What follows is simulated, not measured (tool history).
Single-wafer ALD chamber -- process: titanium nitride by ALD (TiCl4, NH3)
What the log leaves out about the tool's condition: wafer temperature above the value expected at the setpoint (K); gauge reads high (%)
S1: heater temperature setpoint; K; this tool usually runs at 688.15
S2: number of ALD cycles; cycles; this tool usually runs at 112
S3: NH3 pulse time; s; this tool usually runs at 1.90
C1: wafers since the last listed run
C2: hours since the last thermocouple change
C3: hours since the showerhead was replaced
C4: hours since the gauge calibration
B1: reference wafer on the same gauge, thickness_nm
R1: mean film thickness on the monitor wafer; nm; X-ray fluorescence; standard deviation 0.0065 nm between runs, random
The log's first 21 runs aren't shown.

run     day      S1   S2    S3   C1     C2      C3     C4     B1     R1
     20.117  -- gauge calibrated
 22  20.625  682.15  112  2.63   67  216.0  6446.9   12.2  2.829  2.618
 23  21.517  688.15  112  1.90   60  237.4  6468.3   33.6  2.830  2.589
 24  22.512  688.15  112  1.90   67  261.3  6492.2   57.5  2.831  2.584
     23.046  -- showerhead replaced
 25  23.067  688.15  101  2.56   14  274.6     0.5   70.8  2.830  2.361
 26  24.417  688.15  103  1.63   90  307.0    32.9  103.2  2.829  2.367
 27  25.888  680.15   95  1.90   99  342.3    68.2  138.5  2.832  2.184
 28  27.308  688.15  101  2.56   95  376.4   102.3  172.6  2.829  2.359
 29  28.729  688.15  104  1.21   95  410.5   136.4  206.7  2.830  2.344
 30  29.408  679.15  124  2.19   45  426.8   152.7  223.0  2.832  2.889
 31  30.900  699.15  104  1.16  100  462.6   188.5  258.8  2.829  2.357
 32  31.808  688.15  101  1.34   61  484.4   210.3  280.6  2.831  2.295
 33  32.525  688.15  123  1.90   48  501.6   227.5  297.8  2.829  2.837
 34  33.204  688.15  112  2.32   45  517.9   243.8  314.1  2.828  2.601
 35  34.596  692.15  120  1.90   93  551.3   277.2  347.5  2.831  2.770
 36  35.875  699.15  129  2.34   86  582.0   307.9  378.2  2.829  3.013
 37  37.146  688.15  112  1.53   85  612.5   338.4  408.7  2.830  2.568
 38  37.867  688.15  112  2.11   48  629.8   355.7  426.0  2.830  2.611

Estimate the outcome of run 39 from the log above:
 39  38.879  674.15  133  2.48  68  654.1  380.0  450.3   ?   ?

Run 39 produced B1 2.831, R1 3.105 nm.
Without the tool's hidden state the same run would have given R1 3.105 nm.

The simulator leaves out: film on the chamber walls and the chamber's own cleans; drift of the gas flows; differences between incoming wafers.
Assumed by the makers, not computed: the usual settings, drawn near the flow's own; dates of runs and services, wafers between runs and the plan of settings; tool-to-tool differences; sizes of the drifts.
